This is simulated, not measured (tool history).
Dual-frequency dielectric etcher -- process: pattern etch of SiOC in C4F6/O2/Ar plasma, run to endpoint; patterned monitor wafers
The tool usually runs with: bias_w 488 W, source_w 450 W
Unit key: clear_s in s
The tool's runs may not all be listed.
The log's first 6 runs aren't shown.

| run | hour | bias_w | source_w | incoming incoming film thickness, nm | clear_s |
|---|---|---|---|---|---|
| 7 | 177.7 | 488 | 450 | 26.25 | 9.3 |
| 8 | 203.6 | 488 | 450 | 26.52 | 9.5 |
| 9 | 234.6 | 488 | 450 | 26.18 | 9.3 |
|  | 249.4 | bias power generator calibrated |
| 10 | 249.9 | 488 | 450 | 26.13 | 9.2 |
|  | 300.7 | wet clean of the chamber, repeated, since the last time left the tool worse |
|  | 301.3 | upper electrode replaced |
| 11 | 301.8 | 488 | 450 | 26.31 | 8.8 |
| 12 | 315.3 | 488 | 410 | 26.26 | 9 |
| 13 | 331.1 | 488 | 410 | 26.44 | 9.1 |
| 14 | 361.3 | 488 | 450 | 26.48 | 9 |
|  | 374.1 | source power generator calibrated |
| 15 | 384.9 | 488 | 450 | 26.48 | 8.8 |
| 16 | 404.2 | 488 | 450 | 26.53 | 9 |
| 17 | 434.7 | 488 | 450 | 26.31 | 9 |
| 18 | 452 | 536 | 480 | 26.39 | 8.5 |
| 19 | 466.8 | 417 | 410 | 25.98 | 9.5 |
| 20 | 490.5 | 415 | 400 | 26.2 | 9.7 |
| 21 | 520.7 | 488 | 540 | 26 | 8.4 |
| 22 | 532.8 | 488 | 450 | 26.02 | 8.9 |
| 23 | 546.6 | 488 | 420 | 26.48 | 9.2 |

Run 24 comes next. What will it give?
| 24 | 580.7 | 525 | 400 | 26.28 | ? |

Run 24 produced clear_s 9.1 s.
Were there no unlogged condition in the tool, this run, its random variation unchanged, would have produced clear_s 8.8 s.

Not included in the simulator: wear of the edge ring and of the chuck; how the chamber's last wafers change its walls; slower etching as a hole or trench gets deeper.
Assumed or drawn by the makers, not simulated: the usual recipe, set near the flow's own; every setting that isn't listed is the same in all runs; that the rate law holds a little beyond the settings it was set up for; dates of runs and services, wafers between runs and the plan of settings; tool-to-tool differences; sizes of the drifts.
